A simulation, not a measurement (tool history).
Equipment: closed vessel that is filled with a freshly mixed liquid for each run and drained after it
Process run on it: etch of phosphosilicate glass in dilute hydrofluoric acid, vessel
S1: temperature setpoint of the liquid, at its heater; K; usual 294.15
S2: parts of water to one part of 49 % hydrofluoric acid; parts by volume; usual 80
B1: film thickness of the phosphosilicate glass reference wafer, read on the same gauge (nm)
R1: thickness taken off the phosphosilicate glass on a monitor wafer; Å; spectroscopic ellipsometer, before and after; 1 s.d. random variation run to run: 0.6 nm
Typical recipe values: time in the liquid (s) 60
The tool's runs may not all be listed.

{"run": 1, "hour": 0.0, "S1": 294.15, "S2": 80, "time in the liquid (s)": 60, "B1": 116.86, "R1": 646.8}
{"run": 2, "hour": 15.3, "S1": 294.15, "S2": 80, "time in the liquid (s)": 60, "B1": 116.83, "R1": 640.7}
{"run": 3, "hour": 107.3, "S1": 290.65, "S2": 80, "time in the liquid (s)": 60, "B1": 116.58, "R1": 551}
{"run": 4, "hour": 131.6, "S1": 290.65, "S2": 80, "time in the liquid (s)": 60, "B1": 116.52, "R1": 544.9}
{"run": 5, "hour": 160.6, "S1": 290.65, "S2": 80, "time in the liquid (s)": 60, "B1": 116.49, "R1": 556.6}
{"run": 6, "hour": 179.8, "S1": 294.15, "S2": 80, "time in the liquid (s)": 60, "B1": 116.45, "R1": 646.2}
{"run": 7, "hour": 201.5, "S1": 295.15, "S2": 80, "time in the liquid (s)": 60, "B1": 116.4, "R1": 668.1}
{"run": 8, "hour": 234.9, "S1": 295.15, "S2": 80, "time in the liquid (s)": 60, "B1": 116.35, "R1": 680.4}
{"run": 9, "hour": 252.8, "S1": 294.15, "S2": 80, "time in the liquid (s)": 80, "B1": 116.34, "R1": 859.9}
{"run": 10, "hour": 286.2, "S1": 294.15, "S2": 80, "time in the liquid (s)": 80, "B1": 116.28, "R1": 864.8}
{"run": 11, "hour": 316.8, "S1": 294.15, "S2": 80, "time in the liquid (s)": 80, "B1": 116.23, "R1": 842.3}
{"run": 12, "hour": 351.1, "S1": 294.15, "S2": 80, "time in the liquid (s)": 40, "B1": 116.23, "R1": 427.1}
{"hour": 354.7, "done": "thermometer replaced"}
{"run": 13, "hour": 365.9, "S1": 294.15, "S2": 80, "time in the liquid (s)": 40, "B1": 116.21, "R1": 426.6}
{"run": 14, "hour": 383.5, "S1": 294.15, "S2": 80, "time in the liquid (s)": 60, "B1": 116.18, "R1": 637.1}
{"hour": 384.4, "done": "gauge calibrated"}
{"hour": 387.0, "done": "hydrofluoric acid flow meter replaced"}
{"run": 15, "hour": 400.1, "S1": 298.65, "S2": 80, "time in the liquid (s)": 60, "B1": 120.26, "R1": 797.6}
{"run": 16, "hour": 421.1, "S1": 290.15, "S2": 45, "time in the liquid (s)": 75, "B1": 119.95, "R1": 1294.2}
{"run": 17, "hour": 473.4, "S1": 294.15, "S2": 80, "time in the liquid (s)": 40, "B1": 119.34, "R1": 437.9}
{"run": 18, "hour": 493.4, "S1": 290.65, "S2": 80, "time in the liquid (s)": 60, "B1": 119.09, "R1": 566.6}
{"run": 19, "hour": 526.1, "S1": 294.15, "S2": 80, "time in the liquid (s)": 75, "B1": 118.78, "R1": 818.8}
{"run": 20, "hour": 542.7, "S1": 298.15, "S2": 50, "time in the liquid (s)": 95, "B1": 118.64, "R1": 2029.8}
{"run": 21, "hour": 555.0, "S1": 290.65, "S2": 80, "time in the liquid (s)": 60, "B1": 118.5, "R1": 569.3}
{"run": 22, "hour": 584.7, "S1": 294.15, "S2": 80, "time in the liquid (s)": 60, "B1": 118.26, "R1": 651.6}
{"run": 23, "hour": 609.7, "S1": 290.15, "S2": 115, "time in the liquid (s)": 30, "B1": 118.08, "R1": 184}
{"run": 24, "hour": 631.2, "S1": 294.15, "S2": 80, "time in the liquid (s)": 60, "B1": 117.95, "R1": 649.2}
{"run": 25, "hour": 648.4, "S1": 294.15, "S2": 55, "time in the liquid (s)": 90, "B1": 117.85, "R1": 1483.7}
{"run": 26, "hour": 668.6, "S1": 290.65, "S2": 45, "time in the liquid (s)": 30, "B1": 117.7, "R1": 519.1}
{"run": 27, "hour": 689.0, "S1": 298.65, "S2": 100, "time in the liquid (s)": 80, "B1": 117.61, "R1": 802}
{"run": 28, "hour": 743.1, "S1": 292.65, "S2": 105, "time in the liquid (s)": 30, "B1": 117.33, "R1": 223.1}

4 ways to go on from here, each from the tool as it stands after run 28. What would each give?
{"run": "A", "hour": 743.8, "S1": 294.15, "S2": 80, "time in the liquid (s)": 60, "B1": "?", "R1": "?"}
{"run": "B", "hour": 743.8, "S1": 294.15, "S2": 40, "time in the liquid (s)": 60, "B1": "?", "R1": "?"}
{"run": "C", "hour": 743.8, "S1": 294.15, "S2": 65, "time in the liquid (s)": 35, "B1": "?", "R1": "?"}
{"run": "D", "hour": 743.8, "S1": 291.65, "S2": 80, "time in the liquid (s)": 60, "B1": "?", "R1": "?"}

run=A B1=117.34 R1=648.6
run=B B1=117.34 R1=1361.8
run=C B1=117.34 R1=474.1
run=D B1=117.34 R1=584.4
What these runs would have given with no unlogged condition in the tool:
run=A R1=663.4
run=B R1=1392.8
run=C R1=484.9
run=D R1=597.7
